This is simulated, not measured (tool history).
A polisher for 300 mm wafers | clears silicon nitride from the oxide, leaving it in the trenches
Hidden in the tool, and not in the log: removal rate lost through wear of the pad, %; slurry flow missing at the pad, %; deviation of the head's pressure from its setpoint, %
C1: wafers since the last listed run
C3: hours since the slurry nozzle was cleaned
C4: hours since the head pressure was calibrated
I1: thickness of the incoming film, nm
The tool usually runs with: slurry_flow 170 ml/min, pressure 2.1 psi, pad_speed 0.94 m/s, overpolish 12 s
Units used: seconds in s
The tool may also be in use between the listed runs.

Run 1, hour 0: usual settings; C1 0; wafers polished on this pad 3565; C3 584.5; C4 132; I1 78.8. Result: seconds 134 s.
At hour 102.7: slurry nozzle cleaned.
Run 2, hour 222.5: usual settings; C1 1960; wafers polished on this pad 5525; C3 119.8; C4 354.5; I1 80. Result: seconds 147.7 s.
Run 3, hour 319.6: usual settings; C1 859; wafers polished on this pad 6385; C3 216.9; C4 451.6; I1 81.6. Result: seconds 149.8 s.
At hour 348.2: worn pad replaced by a new one.
Run 4, hour 355.8: usual settings; C1 284; wafers polished on this pad 67; C3 253.1; C4 487.8; I1 78.3. Result: seconds 130.3 s.
Run 5, hour 509.5: usual settings; C1 1360; wafers polished on this pad 1427; C3 406.8; C4 641.5; I1 79.3. Result: seconds 141.3 s.
Run 6, hour 557.9: usual settings but slurry_flow 190 ml/min; C1 428; wafers polished on this pad 1855; C3 455.2; C4 689.9; I1 79.9. Result: seconds 140.2 s.
Run 7, hour 598.1: usual settings but slurry_flow 190 ml/min; C1 355; wafers polished on this pad 2211; C3 495.4; C4 730.1; I1 78.2. Result: seconds 140.1 s.
Run 8, hour 693.5: usual settings but pad_speed 1.12 m/s; C1 844; wafers polished on this pad 3055; C3 590.8; C4 825.5; I1 80.5. Result: seconds 122.9 s.
At hour 703.7: head pressure recalibrated.
Run 9, hour 762.2: usual settings but pad_speed 1.12 m/s; C1 590; wafers polished on this pad 3646; C3 659.5; C4 58.5; I1 81.1. Result: seconds 113 s.
Run 10, hour 825.9: usual settings but pad_speed 1.12 m/s; C1 563; wafers polished on this pad 4210; C3 723.2; C4 122.2; I1 80. Result: seconds 114.3 s.
At hour 871.5: slurry nozzle cleaned.
Run 11, hour 873.8: usual settings; C1 415; wafers polished on this pad 4625; C3 2.3; C4 170.1; I1 78.8. Result: seconds 136 s.
Run 12, hour 925.7: usual settings but slurry_flow 145 ml/min; C1 459; wafers polished on this pad 5084; C3 54.2; C4 222; I1 79.7. Result: seconds 141.2 s.
Run 13, hour 972.2: usual settings but slurry_flow 145 ml/min; C1 411; wafers polished on this pad 5495; C3 100.7; C4 268.5; I1 80.5. Result: seconds 142.1 s.
Run 14, hour 1011.6: usual settings but slurry_flow 145 ml/min; C1 348; wafers polished on this pad 5844; C3 140.1; C4 307.9; I1 79.9. Result: seconds 145.7 s.
At hour 1046.2: worn pad replaced by a new one.
Run 15, hour 1078.4: usual settings; C1 555; wafers polished on this pad 284; C3 206.9; C4 374.7; I1 80.8. Result: seconds 134 s.
Run 16, hour 1185.6: usual settings; C1 948; wafers polished on this pad 1233; C3 314.1; C4 481.9; I1 80.6. Result: seconds 133.6 s.
Run 17, hour 1273.2: usual settings but slurry_flow 190 ml/min, pressure 1.7 psi, overpolish 8 s; C1 775; wafers polished on this pad 2008; C3 401.7; C4 569.5; I1 79.3. Result: seconds 168 s.
At hour 1517.1: head pressure recalibrated.
Run 18, hour 1551.1: usual settings; C1 2441; wafers polished on this pad 4450; C3 679.6; C4 34; I1 79.7. Result: seconds 129.6 s.
At hour 1573.3: slurry nozzle cleaned.
Run 19, hour 1602.4: usual settings but pressure 1.5 psi, overpolish 17 s; C1 445; wafers polished on this pad 4895; C3 29.1; C4 85.3; I1 78.3. Result: seconds 181.9 s.
Run 20, hour 1662.5: usual settings; C1 531; wafers polished on this pad 5427; C3 89.2; C4 145.4; I1 80.3. Result: seconds 139.3 s.
At hour 1693.1: worn pad replaced by a new one.
Run 21, hour 1724.7: usual settings but slurry_flow 195 ml/min, pad_speed 1.12 m/s, overpolish 6 s; C1 515; wafers polished on this pad 279; C3 151.4; C4 207.6; I1 80. Result: seconds 107.6 s.
Run 22, hour 1784.8: usual settings; C1 531; wafers polished on this pad 811; C3 211.5; C4 267.7; I1 80.9. Result: seconds 135.2 s.
Run 23, hour 1836: usual settings but pressure 2.7 psi, pad_speed 0.74 m/s, overpolish 14 s; C1 453; wafers polished on this pad 1264; C3 262.7; C4 318.9; I1 79.7. Result: seconds 133.5 s.
Run 24, hour 1902.6: usual settings but slurry_flow 195 ml/min, pressure 1.7 psi; C1 589; wafers polished on this pad 1854; C3 329.3; C4 385.5; I1 79.9. Result: seconds 163.4 s.
Run 25, hour 1995.4: usual settings; C1 821; wafers polished on this pad 2675; C3 422.1; C4 478.3; I1 80.4. Result: seconds 140.1 s.
Run 26, hour 2097.9: usual settings; C1 907; wafers polished on this pad 3582; C3 524.6; C4 580.8; I1 80.4. Result: seconds 148.2 s.
At hour 2190.3: head pressure recalibrated.
Run 27, hour 2294.2: usual settings but slurry_flow 220 ml/min, pad_speed 0.8 m/s; C1 1719; wafers polished on this pad 5302; C3 720.9; C4 103.9; I1 79. Result: seconds 150 s.
At hour 2308.2: slurry nozzle cleaned.
Run 28, hour 2346.4: usual settings; C1 453; wafers polished on this pad 5755; C3 38.2; C4 156.1; I1 78.9. Result: seconds 134.2 s.
At hour 2354.5: worn pad replaced by a new one.
Run 29, hour 2406.1: usual settings but pressure 1.5 psi, pad_speed 0.8 m/s; C1 492; wafers polished on this pad 456; C3 97.9; C4 215.8; I1 78.6. Result: seconds 197.7 s.
Run 30, hour 2495.8: usual settings but slurry_flow 135 ml/min, overpolish 14 s; C1 793; wafers polished on this pad 1250; C3 187.6; C4 305.5; I1 80.7. Result: seconds 138.6 s.
Run 31, hour 2568.4: usual settings but pressure 2.7 psi, pad_speed 0.64 m/s, overpolish 10 s; C1 642; wafers polished on this pad 1893; C3 260.2; C4 378.1; I1 78.2. Result: seconds 151 s.
Run 32, hour 2671.8: usual settings but overpolish 16 s; C1 915; wafers polished on this pad 2808; C3 363.6; C4 481.5; I1 80. Result: seconds 140.8 s.
Run 33, hour 2750.3: usual settings but pressure 1.8 psi, pad_speed 1.08 m/s; C1 694; wafers polished on this pad 3502; C3 442.1; C4 560; I1 80.3. Result: seconds 144 s.
Run 34, hour 2796.5: usual settings but pressure 2.8 psi, pad_speed 1.18 m/s, overpolish 6 s; C1 408; wafers polished on this pad 3911; C3 488.3; C4 606.2; I1 80.2. Result: seconds 88.4 s.
At hour 2891.9: slurry nozzle cleaned.
Run 35, hour 2903.5: usual settings but pressure 1.7 psi, pad_speed 0.78 m/s, overpolish 17 s; C1 938; wafers polished on this pad 4849; C3 11.6; C4 713.2; I1 80.6. Result: seconds 214.7 s.
At hour 2984.5: head pressure recalibrated.
Run 36, hour 2992.3: usual settings but pressure 2.8 psi; C1 768; wafers polished on this pad 5617; C3 100.4; C4 7.8; I1 79.6. Result: seconds 98.8 s.

Selected run-to-run steps in seconds, each split into two signed amounts: the part the tool would show with no hidden state at all (from settings, incoming material and random variation), and the remainder, which goes to the hidden state together with any gauge scatter not common to the measured and the hidden-state-free results:
Run 3 -> 4: worn pad replaced by a new one. seconds -19.5 s: hidden state -15, all else -4.5.
Run 28 -> 29: pressure 2.1 -> 1.5, pad_speed 0.94 -> 0.8, worn pad replaced by a new one. seconds +63.5 s: hidden state -3.3, all else +66.8.
Run 34 -> 35: pressure 2.8 -> 1.7, pad_speed 1.18 -> 0.78, overpolish 6 -> 17, slurry nozzle cleaned. seconds +126.3 s: hidden state +25.8, all else +100.5.
Run 35 -> 36: pressure 1.7 -> 2.8, pad_speed 0.78 -> 0.94, overpolish 17 -> 12, head pressure recalibrated. seconds -115.9 s: hidden state -31.6, all else -84.3.
